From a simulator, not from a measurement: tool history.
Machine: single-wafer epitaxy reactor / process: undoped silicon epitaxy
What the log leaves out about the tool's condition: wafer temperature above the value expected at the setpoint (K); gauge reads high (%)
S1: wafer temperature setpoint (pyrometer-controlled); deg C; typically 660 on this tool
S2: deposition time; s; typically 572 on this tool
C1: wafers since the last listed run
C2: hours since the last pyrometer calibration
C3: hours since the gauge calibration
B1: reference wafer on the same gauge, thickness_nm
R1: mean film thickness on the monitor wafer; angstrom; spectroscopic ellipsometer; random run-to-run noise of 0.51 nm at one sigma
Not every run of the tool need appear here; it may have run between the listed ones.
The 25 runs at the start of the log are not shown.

run,hour,S1,S2,C1,C2,C3,B1,R1
26,321.4,648,540,39,30,567.5,98.081,895.61
27,350.6,660,572,102,59.2,596.7,98.011,1198.07
28,363.3,649,528,44,71.9,609.4,98.115,905.28
29,374,664,683,37,82.6,620.1,97.911,1536.09
30,380.6,654,645,23,89.2,626.7,97.972,1203.01
31,388.3,650,525,27,96.9,634.4,98.023,907.21
32,404.6,660,572,57,113.2,650.7,98.164,1191.36
33,414.2,647,647,33,122.8,660.3,98.063,1055.52
# hour 422.8: gauge calibrated
34,429.8,668,486,54,138.4,7,98.045,1170.09
35,441.4,660,619,40,150,18.6,97.887,1298.18

What will run 36 give?
36,458.4,650,572,59,167,35.6,?,?

{"run 36": {"B1": 97.972, "R1": 989.53}}
With no hidden state in the tool, this same run would have given R1 989.53 angstrom.
